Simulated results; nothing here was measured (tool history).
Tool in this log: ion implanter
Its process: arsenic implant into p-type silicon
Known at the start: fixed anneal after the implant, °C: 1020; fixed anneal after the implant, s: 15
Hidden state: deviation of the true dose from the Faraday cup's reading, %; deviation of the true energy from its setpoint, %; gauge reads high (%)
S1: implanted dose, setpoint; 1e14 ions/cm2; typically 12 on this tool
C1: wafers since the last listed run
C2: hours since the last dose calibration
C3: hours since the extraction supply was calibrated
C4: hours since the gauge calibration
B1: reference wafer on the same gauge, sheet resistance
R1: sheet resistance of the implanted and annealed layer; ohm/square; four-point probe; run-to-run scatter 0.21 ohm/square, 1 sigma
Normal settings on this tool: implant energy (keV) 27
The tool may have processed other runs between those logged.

{"run": 1, "day": 0.0, "S1": 12, "implant energy (keV)": 27, "C1": 0, "C2": 437.9, "C3": 2286.4, "C4": 225, "B1": 80.12, "R1": 98.08}
{"run": 2, "day": 0.867, "S1": 12, "implant energy (keV)": 27, "C1": 241, "C2": 458.7, "C3": 2307.2, "C4": 245.8, "B1": 80.03, "R1": 97.97}
{"run": 3, "day": 2.079, "S1": 12, "implant energy (keV)": 27, "C1": 337, "C2": 487.8, "C3": 2336.3, "C4": 274.9, "B1": 80.07, "R1": 97.84}
{"run": 4, "day": 2.675, "S1": 12, "implant energy (keV)": 27, "C1": 165, "C2": 502.1, "C3": 2350.6, "C4": 289.2, "B1": 80.05, "R1": 97.84}
{"run": 5, "day": 3.533, "S1": 10.85, "implant energy (keV)": 27, "C1": 239, "C2": 522.7, "C3": 2371.2, "C4": 309.8, "B1": 80.14, "R1": 103.01}
{"run": 6, "day": 5.0, "S1": 10.85, "implant energy (keV)": 27, "C1": 408, "C2": 557.9, "C3": 2406.4, "C4": 345, "B1": 80.14, "R1": 102.98}
{"run": 7, "day": 6.258, "S1": 12, "implant energy (keV)": 27, "C1": 350, "C2": 588.1, "C3": 2436.6, "C4": 375.2, "B1": 80.17, "R1": 97.71}
{"day": 6.971, "done": "gauge calibrated"}
{"run": 8, "day": 6.996, "S1": 12, "implant energy (keV)": 27, "C1": 205, "C2": 605.8, "C3": 2454.3, "C4": 0.6, "B1": 80.05, "R1": 97.92}
{"run": 9, "day": 8.179, "S1": 12, "implant energy (keV)": 30, "C1": 329, "C2": 634.2, "C3": 2482.7, "C4": 29, "B1": 80.15, "R1": 95.27}
{"run": 10, "day": 9.229, "S1": 14.7, "implant energy (keV)": 27, "C1": 292, "C2": 659.4, "C3": 2507.9, "C4": 54.2, "B1": 80.07, "R1": 89.1}
{"run": 11, "day": 10.188, "S1": 13.47, "implant energy (keV)": 35.5, "C1": 266, "C2": 682.4, "C3": 2530.9, "C4": 77.2, "B1": 80.05, "R1": 85.92}
{"day": 10.55, "done": "Faraday cup replaced and dose calibrated"}
{"day": 10.688, "done": "extraction supply calibrated"}
{"run": 12, "day": 11.521, "S1": 10.09, "implant energy (keV)": 23, "C1": 239, "C2": 23.3, "C3": 20, "C4": 109.2, "B1": 80.1, "R1": 111.45}
{"run": 13, "day": 12.817, "S1": 8.99, "implant energy (keV)": 32.5, "C1": 361, "C2": 54.4, "C3": 51.1, "C4": 140.3, "B1": 80.12, "R1": 111.53}
{"run": 14, "day": 13.429, "S1": 12, "implant energy (keV)": 18.5, "C1": 170, "C2": 69.1, "C3": 65.8, "C4": 155, "B1": 80.17, "R1": 107.69}
{"run": 15, "day": 16.554, "S1": 12, "implant energy (keV)": 27, "C1": 870, "C2": 144.1, "C3": 140.8, "C4": 230, "B1": 80.05, "R1": 97.51}

Hidden state, per run?
deviation of the true dose from the Faraday cup's reading, %: 0, the same for each run
deviation of the true energy from its setpoint, %: 0, the same for each run
gauge reads high (%): 0, the same for each run
